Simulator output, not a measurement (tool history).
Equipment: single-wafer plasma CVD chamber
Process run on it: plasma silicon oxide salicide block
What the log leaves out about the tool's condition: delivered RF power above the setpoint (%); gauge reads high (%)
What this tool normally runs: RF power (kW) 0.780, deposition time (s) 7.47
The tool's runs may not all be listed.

| run | hour | RF power (kW) | deposition time (s) | wafers since the last listed run | hours since the last RF generator calibration | hours since the showerhead was replaced | hours since the gauge calibration | read-back reference wafer on the same gauge, thickness_nm | mean film thickness on the monitor wafer (Å) |
|---|---|---|---|---|---|---|---|---|---|
| 1 | 0.0 | 0.780 | 6.64 | 0 | 1397.8 | 7641.4 | 125.9 | 73.381 | 732.58 |
| 2 | 14.4 | 0.780 | 6.64 | 405 | 1412.2 | 7655.8 | 140.3 | 73.388 | 728.97 |
| 3 | 26.6 | 0.780 | 6.64 | 343 | 1424.4 | 7668.0 | 152.5 | 73.395 | 729.81 |
| 4 | 39.9 | 0.780 | 6.89 | 374 | 1437.7 | 7681.3 | 165.8 | 73.403 | 758.84 |
| 5 | 46.8 | 0.780 | 7.47 | 194 | 1444.6 | 7688.2 | 172.7 | 73.422 | 823.90 |
| 6 | 60.3 | 0.780 | 7.47 | 379 | 1458.1 | 7701.7 | 186.2 | 73.381 | 821.41 |
| 7 | 77.6 | 0.780 | 7.47 | 486 | 1475.4 | 7719.0 | 203.5 | 73.406 | 819.14 |
| 8 | 93.2 | 0.780 | 7.47 | 438 | 1491.0 | 7734.6 | 219.1 | 73.380 | 820.93 |
| 9 | 110.7 | 0.780 | 7.47 | 492 | 1508.5 | 7752.1 | 236.6 | 73.401 | 820.94 |
| 10 | 120.3 | 0.780 | 7.47 | 270 | 1518.1 | 7761.7 | 246.2 | 73.388 | 822.70 |
| 11 | 136.9 | 0.780 | 7.47 | 466 | 1534.7 | 7778.3 | 262.8 | 73.395 | 822.93 |
|  | 150.7 | RF generator calibrated |
| 12 | 152.1 | 0.875 | 8.72 | 202 | 1.4 | 7793.5 | 278.0 | 73.381 | 993.84 |
| 13 | 167.9 | 0.780 | 7.47 | 444 | 17.2 | 7809.3 | 293.8 | 73.425 | 821.21 |
|  | 181.6 | gauge calibrated |
| 14 | 221.1 | 0.670 | 7.47 | 1496 | 70.4 | 7862.5 | 39.5 | 73.409 | 787.80 |
| 15 | 235.7 | 0.780 | 7.47 | 410 | 85.0 | 7877.1 | 54.1 | 73.429 | 825.05 |
|  | 245.4 | showerhead replaced |
| 16 | 250.5 | 0.680 | 6.95 | 191 | 99.8 | 5.1 | 68.9 | 73.393 | 733.65 |
| 17 | 268.1 | 0.915 | 7.47 | 495 | 117.4 | 22.7 | 86.5 | 73.429 | 861.24 |
| 18 | 285.6 | 0.720 | 6.63 | 492 | 134.9 | 40.2 | 104.0 | 73.396 | 713.62 |
| 19 | 296.0 | 0.890 | 8.08 | 292 | 145.3 | 50.6 | 114.4 | 73.366 | 922.59 |
| 20 | 310.1 | 0.855 | 8.73 | 396 | 159.4 | 64.7 | 128.5 | 73.418 | 988.48 |
| 21 | 323.8 | 0.720 | 8.93 | 385 | 173.1 | 78.4 | 142.2 | 73.421 | 961.17 |
| 22 | 339.7 | 0.780 | 8.29 | 447 | 189.0 | 94.3 | 158.1 | 73.393 | 914.66 |

Entry by entry between the runs, the difference in hidden state between the last listed run before and the first listed run after:
Logged between run 11 and run 12: RF generator calibrated (hour 150.7)
  nothing in the hidden state changes from one run to the other
Logged between run 13 and run 14: gauge calibrated (hour 181.6)
  nothing in the hidden state changes from one run to the other
Logged between run 15 and run 16: showerhead replaced (hour 245.4)
  nothing in the hidden state changes from one run to the other
